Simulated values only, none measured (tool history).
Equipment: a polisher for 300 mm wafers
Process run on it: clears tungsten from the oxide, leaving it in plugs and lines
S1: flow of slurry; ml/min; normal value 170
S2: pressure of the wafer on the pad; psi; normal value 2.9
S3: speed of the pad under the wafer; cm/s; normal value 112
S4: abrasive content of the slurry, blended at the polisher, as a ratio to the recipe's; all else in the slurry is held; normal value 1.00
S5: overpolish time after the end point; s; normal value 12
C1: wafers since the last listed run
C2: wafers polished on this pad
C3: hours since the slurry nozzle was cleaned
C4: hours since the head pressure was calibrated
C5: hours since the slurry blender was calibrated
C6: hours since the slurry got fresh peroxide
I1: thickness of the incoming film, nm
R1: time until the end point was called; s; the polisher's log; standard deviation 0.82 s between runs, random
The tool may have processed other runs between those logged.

{"run": 1, "day": 0.0, "S1": 170, "S2": 2.9, "S3": 112, "S4": 1.25, "S5": 12, "C1": 0, "C2": 122, "C3": 513.6, "C4": 273.2, "C5": 216.6, "C6": 107.5, "I1": 334.9, "R1": 95.1}
{"run": 2, "day": 0.671, "S1": 170, "S2": 2.9, "S3": 112, "S4": 1.25, "S5": 12, "C1": 159, "C2": 281, "C3": 529.7, "C4": 289.3, "C5": 232.7, "C6": 123.6, "I1": 326.5, "R1": 92.4}
{"run": 3, "day": 0.925, "S1": 170, "S2": 2.9, "S3": 112, "S4": 1.25, "S5": 12, "C1": 60, "C2": 342, "C3": 535.8, "C4": 295.4, "C5": 238.8, "C6": 129.7, "I1": 329.6, "R1": 94.9}
{"day": 1.029, "done": "slurry nozzle cleaned"}
{"run": 4, "day": 1.662, "S1": 170, "S2": 2.9, "S3": 112, "S4": 1.0, "S5": 16, "C1": 165, "C2": 507, "C3": 15.2, "C4": 313.1, "C5": 256.5, "C6": 147.4, "I1": 328.4, "R1": 91.2}
{"run": 5, "day": 1.946, "S1": 170, "S2": 2.9, "S3": 112, "S4": 1.0, "S5": 16, "C1": 67, "C2": 574, "C3": 22.0, "C4": 319.9, "C5": 263.3, "C6": 154.2, "I1": 334.1, "R1": 92.6}
{"day": 2.308, "done": "slurry tank refilled with fresh slurry and peroxide"}
{"day": 2.396, "done": "slurry blender recalibrated"}
{"run": 6, "day": 2.438, "S1": 170, "S2": 2.9, "S3": 112, "S4": 1.0, "S5": 16, "C1": 87, "C2": 661, "C3": 33.8, "C4": 331.7, "C5": 1.0, "C6": 3.1, "I1": 334.2, "R1": 94.6}
{"day": 2.908, "done": "worn pad replaced by a new one"}
{"run": 7, "day": 3.183, "S1": 200, "S2": 2.9, "S3": 88, "S4": 1.0, "S5": 12, "C1": 137, "C2": 65, "C3": 51.7, "C4": 349.6, "C5": 18.9, "C6": 21.0, "I1": 330.6, "R1": 115.3}
{"run": 8, "day": 3.604, "S1": 200, "S2": 2.9, "S3": 88, "S4": 1.0, "S5": 12, "C1": 99, "C2": 165, "C3": 61.8, "C4": 359.7, "C5": 29.0, "C6": 31.1, "I1": 336.0, "R1": 116.2}
{"run": 9, "day": 4.108, "S1": 170, "S2": 2.9, "S3": 112, "S4": 0.85, "S5": 10, "C1": 119, "C2": 285, "C3": 73.9, "C4": 371.8, "C5": 41.1, "C6": 43.2, "I1": 331.1, "R1": 94.3}
{"run": 10, "day": 4.625, "S1": 120, "S2": 2.9, "S3": 112, "S4": 1.2, "S5": 10, "C1": 122, "C2": 407, "C3": 86.3, "C4": 384.2, "C5": 53.5, "C6": 55.6, "I1": 335.7, "R1": 97.6}
{"run": 11, "day": 5.121, "S1": 195, "S2": 2.9, "S3": 112, "S4": 1.0, "S5": 12, "C1": 117, "C2": 525, "C3": 98.2, "C4": 396.1, "C5": 65.4, "C6": 67.5, "I1": 331.0, "R1": 92.0}
{"run": 12, "day": 5.829, "S1": 135, "S2": 3.2, "S3": 130, "S4": 1.0, "S5": 7, "C1": 168, "C2": 693, "C3": 115.2, "C4": 413.1, "C5": 82.4, "C6": 84.5, "I1": 329.2, "R1": 75.2}
{"run": 13, "day": 6.175, "S1": 220, "S2": 2.9, "S3": 112, "S4": 1.0, "S5": 9, "C1": 82, "C2": 776, "C3": 123.5, "C4": 421.4, "C5": 90.7, "C6": 92.8, "I1": 333.6, "R1": 89.3}
{"day": 6.846, "done": "worn pad replaced by a new one"}
{"run": 14, "day": 6.867, "S1": 190, "S2": 2.4, "S3": 112, "S4": 0.8, "S5": 12, "C1": 124, "C2": 4, "C3": 140.1, "C4": 438.0, "C5": 107.3, "C6": 109.4, "I1": 330.2, "R1": 113.3}
{"run": 15, "day": 7.233, "S1": 170, "S2": 3.8, "S3": 122, "S4": 0.9, "S5": 14, "C1": 87, "C2": 91, "C3": 148.9, "C4": 446.8, "C5": 116.1, "C6": 118.2, "I1": 328.3, "R1": 65.3}
{"run": 16, "day": 7.8, "S1": 170, "S2": 2.5, "S3": 86, "S4": 1.2, "S5": 7, "C1": 134, "C2": 226, "C3": 162.5, "C4": 460.4, "C5": 129.7, "C6": 131.8, "I1": 334.7, "R1": 141.0}
{"day": 8.05, "done": "head pressure recalibrated"}
{"run": 17, "day": 8.55, "S1": 170, "S2": 2.9, "S3": 134, "S4": 1.0, "S5": 12, "C1": 158, "C2": 384, "C3": 180.5, "C4": 12.0, "C5": 147.7, "C6": 149.8, "I1": 329.7, "R1": 78.0}

What does the tool deliver on the next run?
{"run": 18, "day": 8.854, "S1": 170, "S2": 3.6, "S3": 72, "S4": 1.0, "S5": 12, "C1": 72, "C2": 456, "C3": 187.8, "C4": 19.3, "C5": 155.0, "C6": 157.1, "I1": 324.5, "R1": "?"}

{"run 18": {"R1": 115.7}}
Without the tool's hidden state the same run would have given R1 113.2 s.
